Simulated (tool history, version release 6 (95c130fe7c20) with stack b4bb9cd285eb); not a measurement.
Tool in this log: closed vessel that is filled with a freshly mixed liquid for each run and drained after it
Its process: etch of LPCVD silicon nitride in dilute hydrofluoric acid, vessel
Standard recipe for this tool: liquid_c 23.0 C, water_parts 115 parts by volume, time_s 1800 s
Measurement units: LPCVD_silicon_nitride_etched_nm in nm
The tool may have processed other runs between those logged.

run,hour,liquid_c,water_parts,time_s,"read-back film thickness of the LPCVD silicon nitride reference wafer, read on the same gauge (nm)",LPCVD_silicon_nitride_etched_nm
1,0.0,23.0,115,1800,60.02,7.08
2,12.0,23.0,115,1800,59.99,7.21
3,19.3,23.0,115,1800,60.03,7.03
4,27.5,23.0,115,1800,60.00,7.09
5,40.2,23.0,115,1800,60.01,6.99
6,49.1,23.0,115,1800,60.03,7.05
7,60.6,23.0,115,1800,59.97,7.04
8,67.0,23.0,90,1800,59.98,9.10
9,79.1,20.0,165,1800,60.03,4.05
10,94.3,23.0,115,1800,60.00,6.95
# hour 107.2: hydrofluoric acid flow meter replaced
11,107.7,18.0,160,1800,59.99,3.97
12,116.3,21.0,135,1480,59.97,4.73
13,128.7,23.0,115,1800,59.97,7.69
14,145.6,23.0,175,1800,59.99,5.07
15,161.6,23.0,115,1245,59.97,5.27
16,168.2,23.0,115,1800,59.97,7.63
17,178.0,20.0,100,1800,59.99,7.16
18,186.2,27.5,75,1050,60.00,9.11
19,192.3,23.0,115,1800,59.99,7.58
# hour 202.3: gauge calibrated
20,208.4,23.0,115,1215,60.03,5.15
21,215.3,23.0,115,1800,60.01,7.43
22,232.7,21.0,115,2510,60.01,9.20
# hour 238.6: thermometer replaced
23,239.5,23.0,115,1800,60.01,7.53
24,245.5,27.0,115,2545,60.03,13.69
25,258.3,23.0,115,1800,59.99,7.57
26,271.5,23.0,115,1800,60.00,7.52
27,284.1,23.0,135,975,60.02,3.46
28,295.3,28.0,90,2535,60.03,18.96
29,313.0,23.0,115,1800,60.01,7.49
30,329.6,23.0,170,2610,60.00,7.45
31,343.1,20.5,135,1360,59.99,4.07
32,358.4,27.5,165,2795,60.02,10.85
33,370.6,23.0,115,1800,60.01,7.44

Exercise: give the hidden state of the tool at every run:
liquid colder than its thermometer reads (K): 0 on each run
gauge reads high (%): 0 on each run
H1: hydrofluoric acid flow below the setpoint (%)
run,H1
1,8.03
2,8.18
3,8.27
4,8.37
5,8.53
6,8.64
7,8.78
8,8.86
9,9.01
10,9.2
11,0.707
12,0.814
13,0.969
14,1.18
15,1.38
16,1.46
17,1.58
18,1.68
19,1.76
20,1.96
21,2.05
22,2.26
23,2.35
24,2.42
25,2.58
26,2.75
27,2.9
28,3.04
29,3.26
30,3.47
31,3.64
32,3.83
33,3.98
